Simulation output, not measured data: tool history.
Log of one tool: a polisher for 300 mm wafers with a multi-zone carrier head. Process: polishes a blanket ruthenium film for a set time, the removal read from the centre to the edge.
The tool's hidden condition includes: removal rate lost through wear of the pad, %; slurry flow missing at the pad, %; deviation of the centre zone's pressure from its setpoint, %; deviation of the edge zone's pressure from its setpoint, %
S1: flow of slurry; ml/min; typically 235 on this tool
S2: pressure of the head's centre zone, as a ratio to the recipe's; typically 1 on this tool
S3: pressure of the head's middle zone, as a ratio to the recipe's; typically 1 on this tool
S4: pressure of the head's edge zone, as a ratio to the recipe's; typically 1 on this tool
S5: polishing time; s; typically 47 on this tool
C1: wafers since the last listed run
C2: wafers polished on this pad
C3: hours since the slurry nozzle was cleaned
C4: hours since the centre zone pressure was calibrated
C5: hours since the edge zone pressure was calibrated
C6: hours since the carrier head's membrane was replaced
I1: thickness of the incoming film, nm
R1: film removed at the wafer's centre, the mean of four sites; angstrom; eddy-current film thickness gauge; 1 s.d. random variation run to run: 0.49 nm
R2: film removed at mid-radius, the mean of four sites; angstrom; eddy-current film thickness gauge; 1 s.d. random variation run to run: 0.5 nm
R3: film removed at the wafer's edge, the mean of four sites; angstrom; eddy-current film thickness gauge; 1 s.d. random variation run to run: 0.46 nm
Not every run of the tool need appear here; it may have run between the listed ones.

{"run": 1, "hour": 0.0, "S1": 235, "S2": 1, "S3": 1, "S4": 1, "S5": 47, "C1": 0, "C2": 899, "C3": 129.8, "C4": 192.7, "C5": 346.1, "C6": 436, "I1": 440.8, "R1": 358, "R2": 367, "R3": 367}
{"run": 2, "hour": 48.7, "S1": 235, "S2": 1, "S3": 1, "S4": 1, "S5": 47, "C1": 411, "C2": 1310, "C3": 178.5, "C4": 241.4, "C5": 394.8, "C6": 484.7, "I1": 442.4, "R1": 356, "R2": 359, "R3": 358}
{"run": 3, "hour": 118.6, "S1": 235, "S2": 1, "S3": 0.92, "S4": 0.93, "S5": 47, "C1": 590, "C2": 1901, "C3": 248.4, "C4": 311.3, "C5": 464.7, "C6": 554.6, "I1": 440.1, "R1": 355, "R2": 337, "R3": 357}
{"hour": 192.1, "done": "edge zone pressure recalibrated"}
{"run": 4, "hour": 218.1, "S1": 235, "S2": 1, "S3": 0.92, "S4": 0.93, "S5": 47, "C1": 823, "C2": 2725, "C3": 347.9, "C4": 410.8, "C5": 26, "C6": 654.1, "I1": 434, "R1": 354, "R2": 331, "R3": 350}
{"hour": 238.5, "done": "centre zone pressure recalibrated"}
{"run": 5, "hour": 256.4, "S1": 235, "S2": 1, "S3": 0.92, "S4": 0.93, "S5": 47, "C1": 306, "C2": 3032, "C3": 386.2, "C4": 17.9, "C5": 64.3, "C6": 692.4, "I1": 438.7, "R1": 346, "R2": 339, "R3": 342}
{"hour": 287.9, "done": "slurry nozzle cleaned"}
{"run": 6, "hour": 332.9, "S1": 235, "S2": 1, "S3": 1, "S4": 1, "S5": 41, "C1": 637, "C2": 3670, "C3": 45, "C4": 94.4, "C5": 140.8, "C6": 768.9, "I1": 436.5, "R1": 303, "R2": 302, "R3": 314}
{"hour": 374.3, "done": "worn pad replaced by a new one, of another model than before"}
{"run": 7, "hour": 435.2, "S1": 235, "S2": 1, "S3": 1, "S4": 1, "S5": 41, "C1": 830, "C2": 514, "C3": 147.3, "C4": 196.7, "C5": 243.1, "C6": 871.2, "I1": 444.7, "R1": 321, "R2": 320, "R3": 327}
{"hour": 463.9, "done": "carrier head's membrane replaced by a new one"}
{"run": 8, "hour": 491.6, "S1": 235, "S2": 1, "S3": 1, "S4": 1, "S5": 47, "C1": 434, "C2": 949, "C3": 203.7, "C4": 253.1, "C5": 299.5, "C6": 27.7, "I1": 436.6, "R1": 355, "R2": 373, "R3": 372}
{"run": 9, "hour": 552.5, "S1": 235, "S2": 1, "S3": 1, "S4": 1, "S5": 47, "C1": 514, "C2": 1463, "C3": 264.6, "C4": 314, "C5": 360.4, "C6": 88.6, "I1": 437.5, "R1": 360, "R2": 368, "R3": 366}
{"run": 10, "hour": 608.5, "S1": 205, "S2": 1, "S3": 1.04, "S4": 1, "S5": 47, "C1": 473, "C2": 1936, "C3": 320.6, "C4": 370, "C5": 416.4, "C6": 144.6, "I1": 442.7, "R1": 350, "R2": 367, "R3": 361}
{"hour": 648.1, "done": "centre zone pressure recalibrated"}
{"run": 11, "hour": 714.2, "S1": 165, "S2": 1, "S3": 1, "S4": 1, "S5": 47, "C1": 876, "C2": 2813, "C3": 426.3, "C4": 66.1, "C5": 522.1, "C6": 250.3, "I1": 438.9, "R1": 337, "R2": 335, "R3": 349}
{"hour": 819.0, "done": "slurry nozzle cleaned"}
{"hour": 864.5, "done": "edge zone pressure recalibrated"}
{"hour": 894.1, "done": "worn pad replaced by a new one"}
{"run": 12, "hour": 995.6, "S1": 285, "S2": 1, "S3": 1.09, "S4": 1, "S5": 47, "C1": 2318, "C2": 858, "C3": 176.6, "C4": 347.5, "C5": 131.1, "C6": 531.7, "I1": 439.1, "R1": 367, "R2": 395, "R3": 381}
{"run": 13, "hour": 1084.5, "S1": 185, "S2": 1.04, "S3": 1, "S4": 1, "S5": 40, "C1": 751, "C2": 1609, "C3": 265.5, "C4": 436.4, "C5": 220, "C6": 620.6, "I1": 442.8, "R1": 304, "R2": 296, "R3": 304}
{"run": 14, "hour": 1164.6, "S1": 235, "S2": 1, "S3": 1, "S4": 1, "S5": 53, "C1": 676, "C2": 2286, "C3": 345.6, "C4": 516.5, "C5": 300.1, "C6": 700.7, "I1": 445.8, "R1": 398, "R2": 401, "R3": 415}
{"hour": 1188.8, "done": "centre zone pressure recalibrated"}
{"run": 15, "hour": 1224.6, "S1": 235, "S2": 1, "S3": 1, "S4": 1.1, "S5": 47, "C1": 490, "C2": 2776, "C3": 405.6, "C4": 35.8, "C5": 360.1, "C6": 760.7, "I1": 441.8, "R1": 344, "R2": 353, "R3": 380}
{"run": 16, "hour": 1287.3, "S1": 235, "S2": 1, "S3": 1, "S4": 1.09, "S5": 61, "C1": 529, "C2": 3306, "C3": 468.3, "C4": 98.5, "C5": 422.8, "C6": 823.4, "I1": 436.7, "R1": 436, "R2": 460, "R3": 498}
{"hour": 1314.9, "done": "slurry nozzle cleaned"}
{"hour": 1332.4, "done": "carrier head's membrane replaced by a new one"}
{"run": 17, "hour": 1392.6, "S1": 235, "S2": 1, "S3": 1, "S4": 1, "S5": 47, "C1": 839, "C2": 4145, "C3": 77.7, "C4": 203.8, "C5": 528.1, "C6": 60.2, "I1": 434.6, "R1": 342, "R2": 347, "R3": 357}
{"hour": 1404.7, "done": "worn pad replaced by a new one"}
{"run": 18, "hour": 1475.0, "S1": 235, "S2": 1, "S3": 0.9, "S4": 1, "S5": 62, "C1": 662, "C2": 594, "C3": 160.1, "C4": 286.2, "C5": 610.5, "C6": 142.6, "I1": 442, "R1": 469, "R2": 453, "R3": 488}
{"hour": 1503.3, "done": "edge zone pressure recalibrated"}
{"run": 19, "hour": 1537.7, "S1": 235, "S2": 1.05, "S3": 1, "S4": 1, "S5": 47, "C1": 512, "C2": 1107, "C3": 222.8, "C4": 348.9, "C5": 34.4, "C6": 205.3, "I1": 445.1, "R1": 372, "R2": 367, "R3": 380}
{"run": 20, "hour": 1616.4, "S1": 235, "S2": 1, "S3": 1, "S4": 1, "S5": 47, "C1": 665, "C2": 1772, "C3": 301.5, "C4": 427.6, "C5": 113.1, "C6": 284, "I1": 435.8, "R1": 357, "R2": 364, "R3": 366}
{"hour": 1683.9, "done": "centre zone pressure recalibrated"}
{"run": 21, "hour": 1712.4, "S1": 200, "S2": 1, "S3": 0.93, "S4": 1.09, "S5": 47, "C1": 794, "C2": 2566, "C3": 397.5, "C4": 28.5, "C5": 209.1, "C6": 380, "I1": 439.5, "R1": 346, "R2": 329, "R3": 375}
{"run": 22, "hour": 1782.5, "S1": 200, "S2": 0.96, "S3": 1, "S4": 1, "S5": 47, "C1": 592, "C2": 3158, "C3": 467.6, "C4": 98.6, "C5": 279.2, "C6": 450.1, "I1": 442, "R1": 326, "R2": 343, "R3": 352}
{"hour": 1801.4, "done": "slurry nozzle cleaned"}
{"run": 23, "hour": 1864.5, "S1": 235, "S2": 0.96, "S3": 1, "S4": 1, "S5": 56, "C1": 684, "C2": 3843, "C3": 63.1, "C4": 180.6, "C5": 361.2, "C6": 532.1, "I1": 433.9, "R1": 390, "R2": 408, "R3": 421}

Below, some changes in R1 between adjacent runs. For each, the amount present without the hidden state too (settings, incoming material, random variation) and the amount remaining for the hidden state with gauge scatter not shared by both compared results:
Run 6 -> 7: worn pad replaced by a new one, of another model than before. R1 +18 angstrom: hidden state +19, all else -1.
Run 17 -> 18: S3 1 -> 0.9, S5 47 -> 62, worn pad replaced by a new one. R1 +127 angstrom: hidden state +21, all else +106.
Run 18 -> 19: S2 1 -> 1.05, S3 0.9 -> 1, S5 62 -> 47, edge zone pressure recalibrated. R1 -97 angstrom: hidden state -2, all else -95.
